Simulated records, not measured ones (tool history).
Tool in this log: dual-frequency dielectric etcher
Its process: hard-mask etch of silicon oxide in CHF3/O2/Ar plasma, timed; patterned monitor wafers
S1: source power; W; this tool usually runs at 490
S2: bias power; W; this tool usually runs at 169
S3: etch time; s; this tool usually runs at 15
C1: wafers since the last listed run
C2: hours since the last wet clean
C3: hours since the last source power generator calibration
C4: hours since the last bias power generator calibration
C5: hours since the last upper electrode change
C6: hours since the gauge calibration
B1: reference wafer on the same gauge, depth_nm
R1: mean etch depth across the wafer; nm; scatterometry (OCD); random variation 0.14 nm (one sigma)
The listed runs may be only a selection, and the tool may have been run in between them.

Run 1, hour 0: usual settings but S2 148 W, S3 11.5 s; C1 0; C2 157.6; C3 2316.9; C4 4119; C5 3726.1; C6 197.2; B1 27.32. Result: R1 19.9 nm.
Run 2, hour 18.8: usual settings; C1 301; C2 176.4; C3 2335.7; C4 4137.8; C5 3744.9; C6 216; B1 27.27. Result: R1 27.83 nm.
At hour 50.1: gauge calibrated.
Run 3, hour 51.4: usual settings; C1 522; C2 209; C3 2368.3; C4 4170.4; C5 3777.5; C6 1.3; B1 27.27. Result: R1 27.77 nm.
Run 4, hour 80.4: usual settings; C1 464; C2 238; C3 2397.3; C4 4199.4; C5 3806.5; C6 30.3; B1 27.25. Result: R1 27.87 nm.
Run 5, hour 97.1: usual settings; C1 267; C2 254.7; C3 2414; C4 4216.1; C5 3823.2; C6 47; B1 27.3. Result: R1 27.91 nm.
At hour 126.8: upper electrode replaced.
Run 6, hour 131.8: usual settings but S3 17.5 s; C1 171; C2 289.4; C3 2448.7; C4 4250.8; C5 5; C6 81.7; B1 27.27. Result: R1 32.56 nm.
Run 7, hour 167.3: usual settings but S1 460 W, S2 188 W; C1 568; C2 324.9; C3 2484.2; C4 4286.3; C5 40.5; C6 117.2; B1 27.31. Result: R1 28.79 nm.
Run 8, hour 201.6: usual settings; C1 549; C2 359.2; C3 2518.5; C4 4320.6; C5 74.8; C6 151.5; B1 27.32. Result: R1 28.23 nm.
At hour 213.7: bias power generator calibrated.
At hour 224.6: source power generator calibrated.
Run 9, hour 237: usual settings but S1 420 W, S3 12.5 s; C1 438; C2 394.6; C3 12.4; C4 23.3; C5 110.2; C6 186.9; B1 27.28. Result: R1 22.06 nm.

What does the tool deliver on the next run?
At hour 267: wet clean of the chamber.
Run 10, hour 272.8: usual settings but S1 540 W, S2 182 W, S3 16 s; C1 189; C2 5.8; C3 48.2; C4 59.1; C5 146; C6 222.7; B1 ?. Result: R1 ?.

{"run 10": {"B1": 27.32, "R1": 31.21}}
Had the tool carried no hidden state, the very same run would have given R1 31.28 nm.
